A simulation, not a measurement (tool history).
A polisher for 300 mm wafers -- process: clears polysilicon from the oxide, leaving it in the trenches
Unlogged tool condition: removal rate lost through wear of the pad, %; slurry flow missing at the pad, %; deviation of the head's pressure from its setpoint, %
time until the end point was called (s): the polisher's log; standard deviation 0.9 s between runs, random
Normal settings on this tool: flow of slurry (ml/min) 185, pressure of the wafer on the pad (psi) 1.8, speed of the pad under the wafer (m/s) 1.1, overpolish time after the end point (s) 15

run	day	flow of slurry (ml/min)	pressure of the wafer on the pad (psi)	speed of the pad under the wafer (m/s)	overpolish time after the end point (s)	wafers since the last listed run	wafers polished on this pad	hours since the slurry nozzle was cleaned	hours since the head pressure was calibrated	incoming thickness of the incoming film, nm	time until the end point was called (s)
1	0	185	1.8	1.1	19	0	936	182.2	288.5	493.6	56.6
2	2.012	185	1.8	1.1	15	282	1219	230.5	336.8	481.8	56.5
3	3.667	185	1.8	1.1	15	232	1451	270.2	376.5	493.8	59.4
# day 4.117: head pressure recalibrated
4	5.971	185	1.8	1.1	8	312	1763	325.5	44.5	487.4	60.4
# day 7.442: slurry nozzle cleaned
# day 7.667: worn pad replaced by a new one
5	10.383	185	1.8	1.1	8	591	381	70.6	150.4	480.7	52.7
6	14.175	185	1.8	1.1	15	533	914	161.6	241.4	494.8	56.7
7	16.129	185	1.8	1.1	15	274	1189	208.5	288.3	491.6	57.8
8	18.033	185	1.8	1.1	15	267	1457	254.2	334	483.5	57.8
# day 19.433: worn pad replaced by a new one
9	20.329	185	1.8	1.1	17	299	125	309.3	389.1	486.9	54
# day 21.112: slurry nozzle cleaned
10	22.892	185	1.8	1.1	17	354	480	42.7	450.6	486.2	54.6
# day 24.2: head pressure recalibrated
11	26.904	185	1.8	1.1	15	552	1032	139	64.9	494	57.2
12	30.104	185	1.8	1.1	15	449	1482	215.8	141.7	491.5	59.7
# day 32.292: worn pad replaced by a new one
13	33.492	150	1.6	1.1	19	452	168	297.1	223	493	62.8
# day 35.604: slurry nozzle cleaned
14	37.275	185	1.5	1.1	15	526	694	40.1	313.8	493.5	63.1
15	39.096	135	1.8	1.38	23	255	950	83.8	357.5	492.7	45.2
# day 39.896: head pressure recalibrated
16	42.762	185	1.8	1.1	15	503	1454	171.8	68.8	490.1	58.3
# day 44.071: worn pad replaced by a new one
17	45.958	185	1.2	1.1	15	425	265	248.5	145.5	488.2	73.8
18	47.604	185	1.8	1.1	15	231	496	288	185	493.3	57
# day 49.996: slurry nozzle cleaned
19	51.975	185	1.8	1.1	15	608	1105	47.5	289.9	498	57.1
20	54.854	205	1.8	1.42	15	404	1509	116.6	359	486.1	46.5
# day 56.779: worn pad replaced by a new one
21	56.8	210	1.8	1.1	15	250	3	163.3	405.7	483.3	52.7
# day 59.275: head pressure recalibrated
22	59.296	185	1.8	1.2	23	339	342	223.2	0.5	482.1	50.6
# day 61.967: slurry nozzle cleaned
23	62.554	185	2.2	1.1	15	452	794	14.1	78.7	489.6	46.7
24	66.967	230	1.8	0.92	13	620	1414	120	184.6	497	69.4

Each row is a separate what-if for the run after 24, all from the same tool condition, not one after another. Results?
A	66.983	185	1.8	1.1	15	2	1417	120.4	185	492.5	?
B	66.983	130	1.8	1.1	15	2	1417	120.4	185	492.5	?
C	66.983	185	1.3	1.1	18	2	1417	120.4	185	492.5	?

run	time until the end point was called (s)
A	56.9
B	59.6
C	72.2
Without the tool's unlogged condition, the same runs would have read:
run	time until the end point was called (s)
A	50.7
B	52.9
C	64.4
